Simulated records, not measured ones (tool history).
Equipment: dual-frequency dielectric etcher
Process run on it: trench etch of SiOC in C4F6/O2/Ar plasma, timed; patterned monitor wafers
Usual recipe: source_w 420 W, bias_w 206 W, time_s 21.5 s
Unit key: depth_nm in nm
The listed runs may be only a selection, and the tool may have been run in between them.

run,hour,source_w,bias_w,time_s,wafers since the last listed run,hours since the last wet clean,hours since the last source power generator calibration,hours since the last bias power generator calibration,hours since the last upper electrode change,hours since the gauge calibration,"read-back reference wafer on the same gauge, depth_nm",depth_nm
1,0.0,420,206,21.5,0,247.6,3145.9,3649.5,4675.0,520.0,42.99,48.68
2,16.0,420,206,21.5,244,263.6,3161.9,3665.5,4691.0,536.0,43.03,48.56
3,33.8,420,206,21.5,272,281.4,3179.7,3683.3,4708.8,553.8,43.00,48.30
# hour 35.8: gauge calibrated
4,46.5,420,206,21.5,194,294.1,3192.4,3696.0,4721.5,10.7,43.00,48.45
5,57.4,420,206,21.5,166,305.0,3203.3,3706.9,4732.4,21.6,42.98,48.51
# hour 70.7: source power generator calibrated
6,71.1,420,206,21.5,148,318.7,0.4,3720.6,4746.1,35.3,43.00,48.38
7,81.4,420,206,21.5,157,329.0,10.7,3730.9,4756.4,45.6,43.00,48.31
8,95.7,420,206,21.5,218,343.3,25.0,3745.2,4770.7,59.9,43.00,48.32
9,111.4,460,206,21.5,240,359.0,40.7,3760.9,4786.4,75.6,43.00,50.22
10,158.1,460,206,21.5,714,405.7,87.4,3807.6,4833.1,122.3,42.99,50.16
11,166.5,420,206,21.5,128,414.1,95.8,3816.0,4841.5,130.7,42.99,48.32
# hour 176.0: bias power generator calibrated
12,176.5,380,206,21.5,91,424.1,105.8,0.5,4851.5,140.7,43.01,46.22
13,181.3,390,170,21.5,73,428.9,110.6,5.3,4856.3,145.5,43.00,43.77
# hour 220.9: upper electrode replaced
# hour 235.7: wet clean of the chamber
14,236.2,350,176,24.0,245,0.5,165.5,60.2,15.3,200.4,43.01,48.07
15,252.4,420,206,21.5,247,16.7,181.7,76.4,31.5,216.6,43.01,49.09
16,260.4,350,206,20.0,122,24.7,189.7,84.4,39.5,224.6,43.00,42.28
17,275.6,420,249,27.0,232,39.9,204.9,99.6,54.7,239.8,43.02,65.85
18,291.0,420,189,17.0,235,55.3,220.3,115.0,70.1,255.2,42.98,37.52
19,304.5,420,206,21.5,206,68.8,233.8,128.5,83.6,268.7,42.97,48.94
20,311.8,420,206,21.5,111,76.1,241.1,135.8,90.9,276.0,43.01,48.89
21,325.8,420,206,21.5,214,90.1,255.1,149.8,104.9,290.0,43.01,48.77
22,337.9,420,206,21.5,185,102.2,267.2,161.9,117.0,302.1,42.98,48.82
23,344.5,470,179,17.5,100,108.8,273.8,168.5,123.6,308.7,43.00,39.73
24,358.1,350,206,20.0,208,122.4,287.4,182.1,137.2,322.3,42.98,42.16
25,373.6,490,206,21.5,237,137.9,302.9,197.6,152.7,337.8,42.99,52.08
26,391.3,420,182,18.0,270,155.6,320.6,215.3,170.4,355.5,42.98,39.12
27,399.2,420,193,18.5,120,163.5,328.5,223.2,178.3,363.4,43.01,40.96
28,408.5,360,232,21.5,142,172.8,337.8,232.5,187.6,372.7,43.00,47.67
29,421.3,420,206,21.5,195,185.6,350.6,245.3,200.4,385.5,42.98,48.69
30,430.1,490,223,17.0,134,194.4,359.4,254.1,209.2,394.3,43.00,42.27
31,439.6,390,249,21.5,145,203.9,368.9,263.6,218.7,403.8,42.99,50.66

3 options for the next run, each taken on its own from the tool as it stands now. Forecast them:
A,440.0,420,206,21.5,6,204.3,369.3,264.0,219.1,404.2,?,?
B,440.0,480,251,26.5,6,204.3,369.3,264.0,219.1,404.2,?,?
C,440.0,490,233,24.5,6,204.3,369.3,264.0,219.1,404.2,?,?

run,"read-back reference wafer on the same gauge, depth_nm",depth_nm
A,43.03,48.75
B,43.03,68.02
C,43.03,61.77
Take away the tool's hidden state, keep each run's random variation, and the runs would have read:
run,depth_nm
A,49.05
B,68.44
C,62.16

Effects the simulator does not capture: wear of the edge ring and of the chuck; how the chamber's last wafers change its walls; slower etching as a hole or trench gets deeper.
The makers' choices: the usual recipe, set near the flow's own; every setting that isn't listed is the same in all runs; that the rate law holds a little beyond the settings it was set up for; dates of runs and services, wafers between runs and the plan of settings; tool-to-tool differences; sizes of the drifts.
